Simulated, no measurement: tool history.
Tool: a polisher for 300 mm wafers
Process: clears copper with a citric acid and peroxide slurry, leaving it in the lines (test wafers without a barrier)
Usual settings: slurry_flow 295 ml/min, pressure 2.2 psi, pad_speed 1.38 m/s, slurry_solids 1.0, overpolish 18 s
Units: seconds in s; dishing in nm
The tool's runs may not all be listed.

run	hour	slurry_flow	pressure	pad_speed	slurry_solids	overpolish	incoming thickness of the incoming film, nm	seconds	dishing
1	0.0	295	2.2	1.38	1.0	25	197.2	83.9	36.4
2	20.7	295	1.7	1.38	1.0	24	198.0	107.5	28.1
# hour 44.8: worn pad replaced by a new one
3	45.3	295	1.7	1.38	1.0	24	197.0	104.2	28.5
4	55.7	295	1.7	1.38	1.0	24	197.2	105.7	27.9
5	89.0	295	2.2	1.38	1.0	12	195.0	82.2	19.2
6	104.5	295	2.2	1.38	1.0	12	197.8	81.7	19.7
# hour 120.7: worn pad replaced by a new one
7	129.8	295	2.2	1.38	1.0	12	193.9	80.6	19.2
# hour 139.5: slurry nozzle cleaned
8	143.6	295	2.8	1.38	1.0	21	194.8	63.4	39.3
9	178.4	240	2.2	1.80	1.0	18	195.8	62.8	34.2
# hour 182.5: slurry blender recalibrated
# hour 182.9: worn pad replaced by a new one
10	212.0	295	1.6	1.38	1.0	27	195.5	108.6	29.5
11	227.1	295	1.9	1.38	0.7	18	192.1	99.1	23.5
12	246.4	295	2.2	1.38	1.0	18	197.3	79.8	28.3

Run 13 comes next. What will it give?
# hour 258.9: worn pad replaced by a new one, of another model than before
13	262.7	295	2.2	1.38	1.0	18	198.7	?	?

{"run 13": {"seconds": 84.0, "dishing": 27.8}}
Without the tool's hidden state the same run would have given seconds 90.0 s, dishing 26.1 nm.

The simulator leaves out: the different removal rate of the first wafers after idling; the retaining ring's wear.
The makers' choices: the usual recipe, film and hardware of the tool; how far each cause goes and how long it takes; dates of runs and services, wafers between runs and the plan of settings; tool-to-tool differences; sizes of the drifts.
